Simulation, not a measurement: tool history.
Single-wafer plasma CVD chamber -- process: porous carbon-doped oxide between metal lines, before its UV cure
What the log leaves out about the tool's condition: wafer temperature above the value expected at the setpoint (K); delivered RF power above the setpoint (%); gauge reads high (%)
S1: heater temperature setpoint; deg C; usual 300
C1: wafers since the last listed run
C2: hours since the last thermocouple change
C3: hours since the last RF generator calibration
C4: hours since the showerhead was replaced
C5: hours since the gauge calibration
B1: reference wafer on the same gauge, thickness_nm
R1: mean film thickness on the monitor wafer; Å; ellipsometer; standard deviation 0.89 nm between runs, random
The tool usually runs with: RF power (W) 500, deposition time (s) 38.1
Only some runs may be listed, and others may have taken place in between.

Run 1, hour 0.0: usual settings; C1 0; C2 603.9; C3 1216.9; C4 4668.8; C5 180.5; B1 230.028. Result: R1 2199.31 Å.
Run 2, hour 18.1: usual settings; C1 377; C2 622.0; C3 1235.0; C4 4686.9; C5 198.6; B1 229.815. Result: R1 2189.17 Å.
Run 3, hour 52.0: usual settings; C1 707; C2 655.9; C3 1268.9; C4 4720.8; C5 232.5; B1 229.775. Result: R1 2194.76 Å.
Run 4, hour 85.6: usual settings but RF power (W) 570; C1 700; C2 689.5; C3 1302.5; C4 4754.4; C5 266.1; B1 230.130. Result: R1 2394.47 Å.
Run 5, hour 120.0: usual settings; C1 717; C2 723.9; C3 1336.9; C4 4788.8; C5 300.5; B1 229.597. Result: R1 2208.57 Å.
Run 6, hour 138.3: usual settings; C1 381; C2 742.2; C3 1355.2; C4 4807.1; C5 318.8; B1 230.194. Result: R1 2199.87 Å.
Run 7, hour 165.0: usual settings; C1 557; C2 768.9; C3 1381.9; C4 4833.8; C5 345.5; B1 230.023. Result: R1 2212.16 Å.
Run 8, hour 185.7: usual settings; C1 431; C2 789.6; C3 1402.6; C4 4854.5; C5 366.2; B1 229.771. Result: R1 2194.11 Å.
Run 9, hour 219.6: usual settings but S1 296 deg C; C1 707; C2 823.5; C3 1436.5; C4 4888.4; C5 400.1; B1 229.887. Result: R1 2278.23 Å.
At hour 241.3: showerhead replaced.
Run 10, hour 241.8: usual settings but S1 296 deg C; C1 296; C2 845.7; C3 1458.7; C4 0.5; C5 422.3; B1 229.476. Result: R1 2252.75 Å.
Run 11, hour 272.2: usual settings but S1 296 deg C; C1 634; C2 876.1; C3 1489.1; C4 30.9; C5 452.7; B1 229.714. Result: R1 2263.00 Å.
Run 12, hour 307.9: usual settings but RF power (W) 400; C1 744; C2 911.8; C3 1524.8; C4 66.6; C5 488.4; B1 229.859. Result: R1 1901.83 Å.
At hour 342.9: thermocouple changed; heater temperature recalibrated.
Run 13, hour 343.4: usual settings but S1 289 deg C, deposition time (s) 34.9; C1 573; C2 0.5; C3 1560.3; C4 102.1; C5 523.9; B1 229.888. Result: R1 2103.35 Å.
Run 14, hour 355.6: usual settings; C1 254; C2 12.7; C3 1572.5; C4 114.3; C5 536.1; B1 229.633. Result: R1 2119.87 Å.
At hour 377.5: gauge calibrated.
At hour 382.6: RF generator calibrated.
Run 15, hour 383.1: usual settings but S1 309 deg C, RF power (W) 580, deposition time (s) 42.9; C1 406; C2 40.2; C3 0.5; C4 141.8; C5 5.6; B1 229.781. Result: R1 2462.32 Å.
Run 16, hour 405.6: usual settings but RF power (W) 530; C1 469; C2 62.7; C3 23.0; C4 164.3; C5 28.1; B1 229.669. Result: R1 2207.69 Å.
Run 17, hour 425.6: usual settings but S1 314 deg C, RF power (W) 440; C1 417; C2 82.7; C3 43.0; C4 184.3; C5 48.1; B1 230.292. Result: R1 1806.82 Å.
Run 18, hour 446.3: usual settings but RF power (W) 570; C1 431; C2 103.4; C3 63.7; C4 205.0; C5 68.8; B1 229.880. Result: R1 2307.88 Å.
Run 19, hour 466.5: usual settings; C1 421; C2 123.6; C3 83.9; C4 225.2; C5 89.0; B1 230.208. Result: R1 2132.48 Å.
Run 20, hour 501.1: usual settings but S1 312 deg C, RF power (W) 455, deposition time (s) 42.3; C1 721; C2 158.2; C3 118.5; C4 259.8; C5 123.6; B1 229.730. Result: R1 2071.26 Å.
Run 21, hour 524.9: usual settings but S1 295 deg C, deposition time (s) 41.6; C1 496; C2 182.0; C3 142.3; C4 283.6; C5 147.4; B1 229.786. Result: R1 2408.09 Å.
Run 22, hour 537.8: usual settings but S1 296 deg C; C1 269; C2 194.9; C3 155.2; C4 296.5; C5 160.3; B1 230.006. Result: R1 2196.69 Å.

5 options for the next run, each taken on its own from the tool as it stands now. Forecast them:
Run A, hour 538.2: usual settings; C1 8; C2 195.3; C3 155.6; C4 296.9; C5 160.7; B1 ?. Result: R1 ?.
Run B, hour 538.2: usual settings but deposition time (s) 42.4; C1 8; C2 195.3; C3 155.6; C4 296.9; C5 160.7; B1 ?. Result: R1 ?.
Run C, hour 538.2: usual settings but S1 286 deg C, RF power (W) 535, deposition time (s) 43.3; C1 8; C2 195.3; C3 155.6; C4 296.9; C5 160.7; B1 ?. Result: R1 ?.
Run D, hour 538.2: usual settings but S1 310 deg C, RF power (W) 530, deposition time (s) 44.9; C1 8; C2 195.3; C3 155.6; C4 296.9; C5 160.7; B1 ?. Result: R1 ?.
Run E, hour 538.2: usual settings but S1 315 deg C, deposition time (s) 45.0; C1 8; C2 195.3; C3 155.6; C4 296.9; C5 160.7; B1 ?. Result: R1 ?.

run       B1       R1
  A  230.088  2145.17
  B  230.088  2380.98
  C  230.088  2790.06
  D  230.088  2448.34
  E  230.088  2297.33
Had the tool no hidden state, the same runs would have come out as:
run       R1
  A  2113.79
  B  2346.15
  C  2745.90
  D  2415.18
  E  2267.18

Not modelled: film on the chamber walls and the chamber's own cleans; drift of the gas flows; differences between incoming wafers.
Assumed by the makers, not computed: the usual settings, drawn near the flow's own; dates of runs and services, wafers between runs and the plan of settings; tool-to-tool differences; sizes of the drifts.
